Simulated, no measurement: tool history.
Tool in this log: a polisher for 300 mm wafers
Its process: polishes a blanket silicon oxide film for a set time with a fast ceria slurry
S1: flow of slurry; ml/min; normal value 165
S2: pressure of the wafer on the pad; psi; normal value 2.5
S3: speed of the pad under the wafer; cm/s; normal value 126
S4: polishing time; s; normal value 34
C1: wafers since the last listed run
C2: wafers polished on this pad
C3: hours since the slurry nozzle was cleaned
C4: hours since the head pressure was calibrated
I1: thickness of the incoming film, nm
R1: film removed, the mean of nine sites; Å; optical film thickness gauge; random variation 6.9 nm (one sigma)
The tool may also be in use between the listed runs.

run,hour,S1,S2,S3,S4,C1,C2,C3,C4,I1,R1
1,0.0,165,2.5,126,34,0,1933,104.8,981.2,1678.1,6174
2,118.1,165,2.5,126,34,1269,3203,222.9,1099.3,1689.3,5953
3,151.3,165,2.5,126,34,357,3560,256.1,1132.5,1670.5,5861
4,197.5,165,3.1,126,34,496,4057,302.3,1178.7,1691.6,7338
# hour 229.8: head pressure recalibrated
# hour 250.5: worn pad replaced by a new one
5,251.0,165,3.1,126,34,510,5,355.8,21.2,1704.7,7207
6,319.0,165,2.5,126,34,731,736,423.8,89.2,1652.2,5784
# hour 345.1: slurry nozzle cleaned
7,385.5,165,2.5,126,34,704,1441,40.4,155.7,1713.4,6206
8,457.3,165,2.5,126,34,772,2213,112.2,227.5,1674.3,6219
9,509.2,165,2.5,126,37,558,2771,164.1,279.4,1644.7,6567
10,551.1,165,2.5,126,34,450,3222,206.0,321.3,1673.1,6074
11,608.4,165,2.5,126,34,616,3838,263.3,378.6,1657.3,6038
12,663.1,165,2.5,126,34,588,4426,318.0,433.3,1649.5,5920
# hour 667.1: worn pad replaced by a new one
13,715.3,165,2.5,142,34,518,518,370.2,485.5,1657.7,6434
14,754.7,165,2.5,142,34,423,942,409.6,524.9,1701.2,6511
15,817.3,165,2.5,126,34,673,1615,472.2,587.5,1685.5,5975
# hour 862.2: slurry nozzle cleaned
16,889.0,165,2.5,126,34,760,2375,26.8,659.2,1682.0,6295
17,932.1,165,2.5,126,34,463,2839,69.9,702.3,1666.5,6267
18,1059.8,165,2.5,126,34,1373,4212,197.6,830.0,1654.4,6011
# hour 1096.1: worn pad replaced by a new one
19,1112.9,165,2.5,108,25,527,180,250.7,883.1,1650.6,3837
20,1175.9,105,1.8,156,40,677,857,313.7,946.1,1648.7,5389
21,1236.8,125,3.4,138,43,654,1512,374.6,1007.0,1701.8,10162
# hour 1245.7: head pressure recalibrated
22,1262.1,165,2.5,126,34,250,1763,399.9,16.4,1687.5,5883
23,1311.5,195,2.5,96,34,531,2294,449.3,65.8,1681.5,4764
# hour 1356.1: slurry nozzle cleaned
24,1363.1,165,2.5,152,34,544,2838,7.0,117.4,1678.5,7558
25,1434.5,165,2.2,126,34,767,3606,78.4,188.8,1669.6,5541
# hour 1458.1: worn pad replaced by a new one
26,1464.4,165,2.5,126,34,278,68,108.3,218.7,1683.1,6148
27,1523.7,165,2.1,126,45,637,705,167.6,278.0,1693.2,6684
28,1555.4,215,3.0,126,26,340,1046,199.3,309.7,1679.7,5738
29,1586.8,165,2.5,126,43,337,1384,230.7,341.1,1673.6,7579
30,1645.8,165,2.5,126,34,634,2018,289.7,400.1,1675.9,5826
31,1709.7,165,1.9,126,34,687,2705,353.6,464.0,1680.5,4418
32,1753.0,135,2.5,126,25,465,3171,396.9,507.3,1704.4,4052
33,1779.9,165,2.5,110,24,289,3460,423.8,534.2,1702.1,3583
34,1813.3,165,2.5,126,34,359,3820,457.2,567.6,1671.3,5826
35,1850.0,195,3.2,166,40,394,4214,493.9,604.3,1673.9,11656
# hour 1885.1: slurry nozzle cleaned
# hour 1893.6: worn pad replaced by a new one
36,1917.0,135,1.9,126,34,666,252,31.9,671.3,1663.0,4572

Hidden condition of the tool, last listed run before each entry between runs versus first listed run after:
Logged between run 4 and run 5: head pressure recalibrated (hour 229.8); worn pad replaced by a new one (hour 250.5)
  slurry flow missing at the pad, %: 37 -> 38.8
  the result without the hidden state subtracted from the measured one, R1: -636 -> -674 Å
Logged between run 6 and run 7: slurry nozzle cleaned (hour 345.1)
  slurry flow missing at the pad, %: 40.4 -> 9.65
  the result without the hidden state subtracted from the measured one, R1: -579 -> -99 Å
Logged between run 12 and run 13: worn pad replaced by a new one (hour 667.1)
  slurry flow missing at the pad, %: 35.3 -> 37
  the result without the hidden state subtracted from the measured one, R1: -478 -> -559 Å
Logged between run 15 and run 16: slurry nozzle cleaned (hour 862.2)
  slurry flow missing at the pad, %: 39 -> 6.65
  the result without the hidden state subtracted from the measured one, R1: -565 -> -67 Å
Logged between run 18 and run 19: worn pad replaced by a new one (hour 1096.1)
  slurry flow missing at the pad, %: 28.6 -> 32
  the result without the hidden state subtracted from the measured one, R1: -358 -> -268 Å
Logged between run 21 and run 22: head pressure recalibrated (hour 1245.7)
  slurry flow missing at the pad, %: 36.8 -> 37.4
  the result without the hidden state subtracted from the measured one, R1: -1114 -> -519 Å
Logged between run 23 and run 24: slurry nozzle cleaned (hour 1356.1)
  slurry flow missing at the pad, %: 38.3 -> 4.29
  the result without the hidden state subtracted from the measured one, R1: -376 -> -51 Å
Logged between run 25 and run 26: worn pad replaced by a new one (hour 1458.1)
  slurry flow missing at the pad, %: 17.7 -> 21.8
  the result without the hidden state subtracted from the measured one, R1: -177 -> -255 Å
Logged between run 35 and run 36: slurry nozzle cleaned (hour 1885.1); worn pad replaced by a new one (hour 1893.6)
  slurry flow missing at the pad, %: 40.9 -> 10.5
  the result without the hidden state subtracted from the measured one, R1: -1024 -> -95 Å

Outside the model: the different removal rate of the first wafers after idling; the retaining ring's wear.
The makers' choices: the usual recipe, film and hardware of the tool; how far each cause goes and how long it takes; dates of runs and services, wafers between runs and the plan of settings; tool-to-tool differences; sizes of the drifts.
